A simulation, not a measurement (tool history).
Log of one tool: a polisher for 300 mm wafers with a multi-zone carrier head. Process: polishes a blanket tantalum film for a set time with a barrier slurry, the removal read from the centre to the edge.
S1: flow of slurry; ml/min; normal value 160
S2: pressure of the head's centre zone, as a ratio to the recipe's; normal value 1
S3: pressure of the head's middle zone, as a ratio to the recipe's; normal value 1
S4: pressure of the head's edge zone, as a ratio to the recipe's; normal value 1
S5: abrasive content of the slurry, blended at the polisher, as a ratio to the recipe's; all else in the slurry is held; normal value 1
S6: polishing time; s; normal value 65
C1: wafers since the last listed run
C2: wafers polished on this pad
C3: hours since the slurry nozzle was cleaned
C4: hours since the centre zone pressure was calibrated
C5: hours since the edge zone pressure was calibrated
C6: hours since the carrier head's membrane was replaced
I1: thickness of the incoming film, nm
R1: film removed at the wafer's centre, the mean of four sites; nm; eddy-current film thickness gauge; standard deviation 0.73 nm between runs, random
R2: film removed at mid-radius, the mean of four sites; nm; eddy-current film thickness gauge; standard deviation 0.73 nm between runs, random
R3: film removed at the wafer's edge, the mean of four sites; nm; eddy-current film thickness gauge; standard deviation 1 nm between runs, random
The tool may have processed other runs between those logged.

run    hour   S1    S2    S3    S4    S5  S6    C1    C2     C3      C4     C5      C6     I1    R1    R2    R3
  1       0  160     1   0.9     1     1  65     0   208  560.8     232  608.9   859.2  210.6  61.4  58.2  67.3
  2    81.4  160     1     1     1     1  65   497   705  642.2   313.4  690.3   940.6  205.8  60.9  64.4  65.8
  3   173.8  160     1     1     1     1  65   564  1270  734.6   405.8  782.7    1033  211.3  60.4  64.4    66
  4   245.7  160     1     1     1     1  65   439  1709  806.5   477.7  854.6  1104.9  210.1    59  63.5  66.1
      261.1  -- slurry nozzle cleaned
      318.3  -- edge zone pressure recalibrated
  5   340.4  140     1  0.93  1.09     1  52   560  2269   79.3   572.4   22.1  1199.6  209.4  49.6  51.1  57.2
  6   386.5  160     1     1     1     1  52   281  2551  125.4   618.5   68.2  1245.7  208.2    50  54.5  53.9
  7   427.2  160  0.92     1     1     1  65   248  2800  166.1   659.2  108.9  1286.4  211.9  57.9  67.5  68.3
  8   496.2  180     1  0.94     1     1  65   421  3222  235.1   728.2  177.9  1355.4  210.7  64.2  65.4    69
        538  -- carrier head's membrane replaced by a new one
  9   568.7  160     1  1.04     1     1  59   412  3634  307.6   800.7  250.4    30.7  207.6  54.9  61.4    62
 10   659.3  160     1     1     1     1  58   553  4188  398.2   891.3    341   121.3  210.8  53.5  58.5  59.4
      694.4  -- worn pad replaced by a new one
 11   763.5  115  1.11     1     1  0.75  53   612   422  502.4   995.5  445.2   225.5  211.8  42.7  43.5  46.5
 12   816.6  140     1     1     1     1  58   324   747  555.5  1048.6  498.3   278.6  208.8  49.7  54.3  58.8
     1009.1  -- centre zone pressure recalibrated
 13  1027.7  195     1     1   0.9   1.2  74  1277  2024  766.6    18.6  709.4   489.7  209.4  77.3  78.8  77.6
     1069.3  -- slurry nozzle cleaned
 14  1122.5  160     1     1     1     1  65   573  2598   53.2   113.4  804.2   584.5  210.8  65.4  68.7  70.4
 15  1182.7  160     1     1  0.88  1.15  65   367  2966  113.4   173.6  864.4   644.7  211.8  66.8    69  65.8
 16  1289.8  115     1     1     1     1  83   654  3620  220.5   280.7  971.5   751.8  210.6  71.6  75.9  80.8
       1329  -- worn pad replaced by a new one
     1329.7  -- edge zone pressure recalibrated
 17  1397.2  160     1  1.08     1     1  77   627   412  327.9   388.1   67.5   859.2  208.3  71.5    80  76.2
 18  1481.9  190     1  0.96     1     1  65   517   930  412.6   472.8  152.2   943.9    210  60.9    65  68.2
 19  1557.6  160  0.95     1     1     1  65   462  1392  488.3   548.5  227.9  1019.6  211.9  53.9  63.3  64.7
 20  1635.9  160  0.92     1     1     1  65   478  1871  566.6   626.8  306.2  1097.9  208.2  52.6  62.5    67
     1695.8  -- slurry nozzle cleaned
 21  1702.5  195     1  0.95     1     1  65   400  2272    6.7   693.4  372.8  1164.5  209.2    68    70  72.9
 22  1782.1  190     1  0.92  0.96     1  65   486  2758   86.3     773  452.4  1244.1  213.3  67.1  66.4  70.3

Here are 3 independent what-if runs from the current tool condition. What would each one return?
  A  1782.5  160   1   1     1    1  65   2  2761  86.7  773.4  452.8  1244.5  206.4   ?   ?   ?
  B  1782.5  120   1   1     1    1  65   2  2761  86.7  773.4  452.8  1244.5  206.4   ?   ?   ?
  C  1782.5  160   1   1  1.09  0.8  65   2  2761  86.7  773.4  452.8  1244.5  206.4   ?   ?   ?

run    R1    R2    R3
  A  63.6  70.2  70.6
  B    59  65.8  67.5
  C  59.9  66.1  69.4
Without the tool's hidden state the same runs would have given:
run    R1    R2    R3
  A  69.8  72.2  72.1
  B  65.4  68.2  69.2
  C  65.7    68  70.8
